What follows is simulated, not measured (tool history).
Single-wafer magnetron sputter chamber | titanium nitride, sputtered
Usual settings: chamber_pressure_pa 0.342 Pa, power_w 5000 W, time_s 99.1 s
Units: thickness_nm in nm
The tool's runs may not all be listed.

run    hour  chamber_pressure_pa  power_w  time_s  wafers since the last listed run  wafers on the sputter target  hours since the last manometer calibration  hours since the magnet pack was replaced  hours since the gauge calibration  read-back reference wafer on the same gauge, thickness_nm  thickness_nm
  1       0                0.342     5000    99.1                                 0                           332                                       610.8                                   10948.2                              344.4                                                     86.098        87.198
  2    45.9                0.342     5000    99.1                               888                          1221                                       656.7                                   10994.1                              390.3                                                     86.133         86.38
  3    81.9                0.342     5000    99.1                               697                          1918                                       692.7                                   11030.1                              426.3                                                     86.127        86.864
  4   151.8                0.372     5000    99.1                              1353                          3272                                       762.6                                     11100                              496.2                                                     86.093        85.455
  5   205.9                0.372     5000    99.1                              1047                          4319                                       816.7                                   11154.1                              550.3                                                     86.167        85.364
  6   253.7                0.372     5000    99.1                               925                          5245                                       864.5                                   11201.9                              598.1                                                     86.107        85.474
  7   325.8                0.342     4000    99.1                              1396                          6641                                       936.6                                     11274                              670.2                                                     86.119        68.413
  8   353.6                0.342     4000    99.1                               538                          7179                                       964.4                                   11301.8                                698                                                     86.204        68.141
  9   396.1                0.278     5000    84.6                               822                          8002                                      1006.9                                   11344.3                              740.5                                                     86.085        74.046
 10   455.4                0.342     5000    99.1                              1148                          9151                                      1066.2                                   11403.6                              799.8                                                     86.118        83.984
      493.2  -- sputter target and shields replaced
 11   516.6                0.342     4500    94.4                              1030                           453                                      1127.4                                   11464.8                                861                                                     86.104        75.027
      527.4  -- capacitance manometer re-zeroed and calibrated
      552.4  -- gauge calibrated
 12     560                0.342     5000    99.1                               685                          1139                                        32.6                                   11508.2                                7.6                                                     86.118        86.981
 13   655.1                0.342     5000    99.1                              1841                          2980                                       127.7                                   11603.3                              102.7                                                     86.058         86.83
 14   696.5                0.342     5000    99.1                               801                          3782                                       169.1                                   11644.7                              144.1                                                     86.096        86.598
 15   751.2                 0.47     5000    99.1                              1059                          4841                                       223.8                                   11699.4                              198.8                                                     86.041        82.195
 16   813.3                0.342     5000    99.1                              1202                          6043                                       285.9                                   11761.5                              260.9                                                     86.044        85.259
 17   848.7                0.342     5000    99.1                               685                          6729                                       321.3                                   11796.9                              296.3                                                     86.159        85.722
 18   918.6                0.342     5000    99.1                              1353                          8083                                       391.2                                   11866.8                              366.2                                                     86.131        84.414
 19   950.5                0.342     4650    99.1                               617                          8700                                       423.1                                   11898.7                              398.1                                                     86.034        78.195
      984.5  -- sputter target and shields replaced
 20    1012                0.229     5750      80                              1035                           532                                       484.6                                   11960.2                              459.6                                                     86.203        84.011
     1057.4  -- magnet pack replaced
 21  1080.6                0.342     5000    99.1                              1173                          1705                                       553.2                                      23.2                              528.2                                                     86.076        86.955
 22  1112.2                0.466     5600    99.1                               611                          2317                                       584.8                                      54.8                              559.8                                                     86.148        92.931
 23  1151.8                0.342     5000   104.4                               766                          3084                                       624.4                                      94.4                              599.4                                                     86.077        91.452
 24  1312.2                0.342     5950    86.9                              3106                          6190                                       784.8                                     254.8                              759.8                                                     86.127        89.132
     1330.1  -- gauge calibrated
 25  1368.9                0.268     3800    99.1                              1097                          7288                                       841.5                                     311.5                               38.8                                                     86.105         66.19
     1415.9  -- sputter target and shields replaced
 26  1423.7                0.342     3950   113.1                               906                           150                                       896.3                                     366.3                               93.6                                                     86.106        77.573
 27  1456.8                0.342     5500    99.1                               640                           791                                       929.4                                     399.4                              126.7                                                     86.135         95.13
 28  1501.3                0.342     4650    99.1                               861                          1653                                       973.9                                     443.9                              171.2                                                     86.004        80.201
     1522.9  -- capacitance manometer re-zeroed and calibrated
 29  1550.9                0.383     5000    85.1                               805                          2458                                          28                                     493.5                              220.8                                                     86.094        72.658

Forecast each of these 3 alternatives for the next run:
  A  1551.3                0.342     5000    99.1                                 7                          2466                                        28.4                                     493.9                              221.2                                                          ?             ?
  B  1551.3                0.436     4150    92.2                                 7                          2466                                        28.4                                     493.9                              221.2                                                          ?             ?
  C  1551.3                0.383     5650    79.4                                 7                          2466                                        28.4                                     493.9                              221.2                                                          ?             ?

run  read-back reference wafer on the same gauge, thickness_nm  thickness_nm
  A                                                     86.187        86.638
  B                                                     86.187        64.793
  C                                                     86.187        77.347
Without the tool's hidden state the same runs would have given:
run  thickness_nm
  A        87.121
  B        65.154
  C        77.778
